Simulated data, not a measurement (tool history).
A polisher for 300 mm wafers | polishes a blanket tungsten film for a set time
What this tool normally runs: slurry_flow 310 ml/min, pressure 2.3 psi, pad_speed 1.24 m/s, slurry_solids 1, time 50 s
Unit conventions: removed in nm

run,hour,slurry_flow,pressure,pad_speed,slurry_solids,time,"incoming thickness of the incoming film, nm",removed
1,0,310,2.3,1.24,1,50,1383.8,150.5
2,26.3,310,2.3,1.24,1,50,1385.7,149.2
# hour 30.8: worn pad replaced by a new one
3,62.8,310,2.3,1.24,1,50,1387.9,150.2
4,118.9,310,2.3,1.24,1,50,1382.7,149.9
# hour 145.3: slurry tank refilled with fresh slurry and peroxide
5,175.1,310,2.3,1.24,1,50,1390.4,147.4
# hour 190.1: slurry blender recalibrated
6,202.5,310,2.3,0.92,1,50,1370.3,109.9
# hour 206.6: worn pad replaced by a new one
7,252.9,310,2.3,0.92,1,50,1383.1,111.1
8,308.7,310,2,1.24,1,50,1377.1,131.2
# hour 346.9: slurry tank refilled with fresh slurry and peroxide
9,353.7,310,2,1.24,1,50,1355.2,130.8
# hour 371.9: slurry nozzle cleaned
10,381.1,310,2,1.24,1,50,1389.6,129.6
# hour 388.2: head pressure recalibrated
# hour 388.8: worn pad replaced by a new one
11,415.3,310,1.9,1.24,1,64,1402.8,160.8
12,450.3,310,1.9,1.24,1,64,1373.1,163
13,485.1,260,2.5,1.24,1,50,1366.4,158.8
14,534.8,310,2.3,1.24,1,50,1384.3,150.5
# hour 557.4: slurry tank refilled with fresh slurry and peroxide
# hour 576.5: worn pad replaced by a new one
15,581.6,310,2.3,1.62,1.1,50,1368,196.7
16,632.5,310,2.3,1.24,1,61,1386.1,181.9
# hour 681.1: slurry blender recalibrated
17,690.2,370,2.3,1.56,1,50,1356.4,191.3
18,720.5,310,2.3,1.24,1,50,1367.8,146.9
# hour 769.7: worn pad replaced by a new one
19,772.6,310,1.8,1.24,1,50,1377,120.6
# hour 789.6: slurry tank refilled with fresh slurry and peroxide
20,799.4,240,1.6,1.56,1,65,1394.6,170.6
21,871.2,310,2.3,1.24,1.2,50,1379.7,154.7
22,897.5,310,2,1.24,1,50,1395.8,130.7
# hour 904: head pressure recalibrated
23,929.1,265,2.6,1.56,1,55,1380.7,226.4
24,954.4,310,2.3,0.96,1,63,1387.7,148.5
# hour 979.8: worn pad replaced by a new one
# hour 1006.7: slurry tank refilled with fresh slurry and peroxide
# hour 1010.4: slurry nozzle cleaned
25,1010.9,270,3,1.24,1,59,1393.6,223.6

3 ways to go on from here, each from the tool as it stands after run 25. What would each give?
A,1011.3,310,2.3,1.24,1,50,1375,?
B,1011.3,400,2.3,1.24,1,43,1375,?
C,1011.3,310,2.3,1.04,1.25,42,1375,?

run,removed
A,148.8
B,130.1
C,108.5
What these runs would have given with no unlogged condition in the tool:
run,removed
A,148.8
B,130.1
C,108.5
